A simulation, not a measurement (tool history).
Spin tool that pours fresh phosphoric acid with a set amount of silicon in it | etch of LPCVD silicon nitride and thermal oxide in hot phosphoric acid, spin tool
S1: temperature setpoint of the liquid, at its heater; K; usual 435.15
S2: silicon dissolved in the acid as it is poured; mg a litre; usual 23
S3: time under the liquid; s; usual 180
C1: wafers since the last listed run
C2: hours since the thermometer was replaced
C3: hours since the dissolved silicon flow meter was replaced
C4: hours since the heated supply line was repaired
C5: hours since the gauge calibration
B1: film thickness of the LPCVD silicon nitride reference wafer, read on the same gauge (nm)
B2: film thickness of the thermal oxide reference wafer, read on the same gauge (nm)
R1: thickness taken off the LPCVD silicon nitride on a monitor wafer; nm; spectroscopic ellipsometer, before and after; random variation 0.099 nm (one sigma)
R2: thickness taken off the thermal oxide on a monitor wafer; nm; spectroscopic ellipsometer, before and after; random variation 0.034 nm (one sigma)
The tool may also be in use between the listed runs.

run 1 hour=0 | S1=435.15 S2=23 S3=180 | C1=0 C2=1456.6 C3=1844.2 C4=389.4 C5=5.1 | B1=49.96 B2=39.995 | R1=12.44 R2=0.316
run 2 hour=16.8 | S1=435.15 S2=23 S3=180 | C1=154 C2=1473.4 C3=1861 C4=406.2 C5=21.9 | B1=50.01 B2=39.995 | R1=12.38 R2=0.362
run 3 hour=31.5 | S1=435.15 S2=23 S3=180 | C1=134 C2=1488.1 C3=1875.7 C4=420.9 C5=36.6 | B1=50.01 B2=40.002 | R1=12.36 R2=0.321
-- hour=38.5 thermometer replaced
run 4 hour=49.3 | S1=433.15 S2=23 S3=260 | C1=154 C2=10.8 C3=1893.5 C4=438.7 C5=54.4 | B1=49.99 B2=39.989 | R1=16.89 R2=0.388
run 5 hour=57.8 | S1=436.15 S2=38.5 S3=215 | C1=78 C2=19.3 C3=1902 C4=447.2 C5=62.9 | B1=49.98 B2=40 | R1=15.44 R2=0.218
run 6 hour=74.4 | S1=435.15 S2=23 S3=180 | C1=152 C2=35.9 C3=1918.6 C4=463.8 C5=79.5 | B1=49.98 B2=39.994 | R1=12.4 R2=0.346
run 7 hour=89.5 | S1=438.15 S2=23 S3=245 | C1=138 C2=51 C3=1933.7 C4=478.9 C5=94.6 | B1=50.03 B2=39.997 | R1=18.85 R2=0.6
run 8 hour=102.1 | S1=435.15 S2=23 S3=150 | C1=115 C2=63.6 C3=1946.3 C4=491.5 C5=107.2 | B1=49.97 B2=39.995 | R1=10.33 R2=0.284
run 9 hour=115.2 | S1=437.15 S2=31 S3=280 | C1=120 C2=76.7 C3=1959.4 C4=504.6 C5=120.3 | B1=49.96 B2=39.998 | R1=20.74 R2=0.47
run 10 hour=123.4 | S1=435.15 S2=23 S3=180 | C1=75 C2=84.9 C3=1967.6 C4=512.8 C5=128.5 | B1=49.99 B2=39.995 | R1=12.33 R2=0.351
run 11 hour=140.5 | S1=432.15 S2=11.5 S3=280 | C1=157 C2=102 C3=1984.7 C4=529.9 C5=145.6 | B1=49.99 B2=40 | R1=17.39 R2=0.509
-- hour=147.9 heated supply line repaired
run 12 hour=148.7 | S1=437.65 S2=37 S3=180 | C1=66 C2=110.2 C3=1992.9 C4=0.8 C5=153.8 | B1=50.01 B2=40.003 | R1=14.05 R2=0.214
run 13 hour=156.9 | S1=435.15 S2=8.5 S3=180 | C1=75 C2=118.4 C3=2001.1 C4=9 C5=162 | B1=50 B2=39.996 | R1=12.89 R2=0.609
run 14 hour=165.7 | S1=436.65 S2=23 S3=180 | C1=80 C2=127.2 C3=2009.9 C4=17.8 C5=170.8 | B1=50 B2=40.008 | R1=13.64 R2=0.378
-- hour=169.6 dissolved silicon flow meter replaced
run 15 hour=217.8 | S1=433.65 S2=17.5 S3=275 | C1=469 C2=179.3 C3=48.2 C4=69.9 C5=222.9 | B1=50 B2=40.007 | R1=18.71 R2=0.56
run 16 hour=235 | S1=436.65 S2=39 S3=180 | C1=157 C2=196.5 C3=65.4 C4=87.1 C5=240.1 | B1=49.94 B2=39.983 | R1=13.34 R2=0.226
run 17 hour=244.8 | S1=433.65 S2=23 S3=180 | C1=89 C2=206.3 C3=75.2 C4=96.9 C5=249.9 | B1=50.06 B2=39.988 | R1=12.25 R2=0.335
run 18 hour=255.5 | S1=437.15 S2=35.5 S3=120 | C1=98 C2=217 C3=85.9 C4=107.6 C5=260.6 | B1=50.05 B2=39.996 | R1=9.13 R2=0.161
run 19 hour=263.4 | S1=432.65 S2=23 S3=150 | C1=72 C2=224.9 C3=93.8 C4=115.5 C5=268.5 | B1=50.03 B2=39.997 | R1=9.81 R2=0.257
run 20 hour=280.6 | S1=435.15 S2=23 S3=120 | C1=157 C2=242.1 C3=111 C4=132.7 C5=285.7 | B1=49.97 B2=39.988 | R1=8.52 R2=0.236
run 21 hour=292.9 | S1=435.15 S2=23 S3=230 | C1=112 C2=254.4 C3=123.3 C4=145 C5=298 | B1=50 B2=40.008 | R1=16.43 R2=0.435
run 22 hour=299 | S1=435.15 S2=23 S3=180 | C1=56 C2=260.5 C3=129.4 C4=151.1 C5=304.1 | B1=50 B2=39.998 | R1=12.82 R2=0.283

How the hidden state differs across the entries between the runs, from the last listed run before each to the first after it:
Between runs 3 and 4: thermometer replaced (hour 38.5)
  temperature lost on the way to the wafer (K): 1.37 -> 1.42
  measured less the result without the state, R1: -0.58 -> -0.83 nm; R2: -0.034 -> -0.044 nm
Between runs 11 and 12: heated supply line repaired (hour 147.9)
  temperature lost on the way to the wafer (K): 1.67 -> 0.158
  measured less the result without the state, R1: -1.01 -> -0.07 nm; R2: -0.068 -> -0.003 nm
Between runs 14 and 15: dissolved silicon flow meter replaced (hour 169.6)
  temperature lost on the way to the wafer (K): 0.205 -> 0.348
  measured less the result without the state, R1: -0.1 -> -0.22 nm; R2: -0.006 -> -0.014 nm
